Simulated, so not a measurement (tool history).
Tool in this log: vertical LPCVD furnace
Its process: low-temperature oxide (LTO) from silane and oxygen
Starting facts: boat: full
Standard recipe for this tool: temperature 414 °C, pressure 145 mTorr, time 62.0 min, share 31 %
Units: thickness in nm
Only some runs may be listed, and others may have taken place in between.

| run | hour | temperature | pressure | time | share | read-back reference wafer on the same gauge, thickness | thickness |
|---|---|---|---|---|---|---|---|
| 1 | 0.0 | 414 | 145 | 62.0 | 31 | 359.05 | 307.37 |
| 2 | 70.7 | 414 | 145 | 62.0 | 31 | 358.58 | 304.58 |
| 3 | 143.4 | 414 | 145 | 62.0 | 31 | 359.03 | 303.90 |
| 4 | 195.5 | 414 | 145 | 62.0 | 31 | 359.68 | 305.84 |
| 5 | 243.3 | 414 | 145 | 62.0 | 31 | 359.12 | 308.11 |
| 6 | 341.8 | 414 | 145 | 62.0 | 34 | 358.42 | 349.39 |
| 7 | 417.9 | 414 | 145 | 62.0 | 29 | 358.95 | 275.01 |
| 8 | 491.0 | 414 | 145 | 62.0 | 31 | 358.82 | 305.88 |
| 9 | 580.9 | 414 | 145 | 62.0 | 31 | 359.21 | 305.58 |
| 10 | 620.1 | 414 | 145 | 62.0 | 31 | 358.66 | 304.70 |
| 11 | 701.2 | 414 | 145 | 44.0 | 31 | 358.90 | 215.91 |
| 12 | 793.3 | 414 | 145 | 44.0 | 31 | 358.86 | 215.13 |
| 13 | 866.2 | 414 | 145 | 62.0 | 31 | 359.85 | 301.17 |
| 14 | 1056.3 | 414 | 145 | 62.0 | 31 | 359.31 | 304.18 |
| 15 | 1307.4 | 414 | 145 | 62.0 | 31 | 359.67 | 301.13 |
|  | 1367.6 | gauge calibrated |
|  | 1378.1 | thermocouples replaced and temperature profile calibrated |
| 16 | 1378.6 | 414 | 145 | 47.5 | 34 | 358.77 | 261.38 |
| 17 | 1434.5 | 426 | 135 | 62.0 | 31 | 359.42 | 320.21 |
| 18 | 1505.5 | 423 | 145 | 62.0 | 31 | 358.70 | 331.03 |
| 19 | 1586.2 | 414 | 145 | 62.0 | 33 | 358.94 | 326.29 |
| 20 | 1649.7 | 414 | 145 | 44.0 | 31 | 358.79 | 211.17 |
|  | 1757.6 | silane flow controller replaced |
|  | 1805.1 | pressure gauge zeroed |
| 21 | 1862.1 | 414 | 145 | 62.0 | 31 | 359.00 | 304.54 |
| 22 | 1954.3 | 419 | 170 | 62.0 | 31 | 359.20 | 380.49 |
| 23 | 2024.9 | 407 | 145 | 78.0 | 34 | 358.55 | 406.05 |
| 24 | 2128.1 | 414 | 145 | 62.0 | 31 | 358.79 | 306.89 |
| 25 | 2202.3 | 410 | 145 | 62.0 | 31 | 359.15 | 292.66 |
| 26 | 2261.2 | 423 | 135 | 38.5 | 31 | 358.91 | 196.63 |
| 27 | 2307.3 | 414 | 145 | 62.0 | 37 | 358.73 | 390.63 |
| 28 | 2358.9 | 414 | 145 | 38.5 | 31 | 358.80 | 192.41 |
| 29 | 2449.2 | 414 | 145 | 62.0 | 31 | 359.37 | 309.06 |

List, for all runs, the conditions of the tool that the log does not record:
true tube temperature minus thermocouple reading, K: 0 across all the runs
gauge reads high (%): 0 across all the runs
H1: true pressure minus gauge reading, mTorr
H2: deviation of the silane flow from its setpoint, %
| run | H1 | H2 |
|---|---|---|
| 1 | 4.98 | -3.93 |
| 2 | 5.16 | -4.05 |
| 3 | 5.33 | -4.17 |
| 4 | 5.45 | -4.26 |
| 5 | 5.55 | -4.35 |
| 6 | 5.75 | -4.52 |
| 7 | 5.89 | -4.66 |
| 8 | 6.01 | -4.8 |
| 9 | 6.15 | -4.97 |
| 10 | 6.21 | -5.05 |
| 11 | 6.32 | -5.21 |
| 12 | 6.44 | -5.39 |
| 13 | 6.53 | -5.54 |
| 14 | 6.72 | -5.93 |
| 15 | 6.93 | -6.48 |
| 16 | 6.98 | -6.64 |
| 17 | 7.01 | -6.76 |
| 18 | 7.06 | -6.93 |
| 19 | 7.1 | -7.12 |
| 20 | 7.14 | -7.26 |
| 21 | -0.865 | -0.123 |
| 22 | -0.231 | -0.129 |
| 23 | 0.217 | -0.135 |
| 24 | 0.817 | -0.149 |
| 25 | 1.21 | -0.162 |
| 26 | 1.5 | -0.173 |
| 27 | 1.72 | -0.184 |
| 28 | 1.95 | -0.196 |
| 29 | 2.33 | -0.22 |
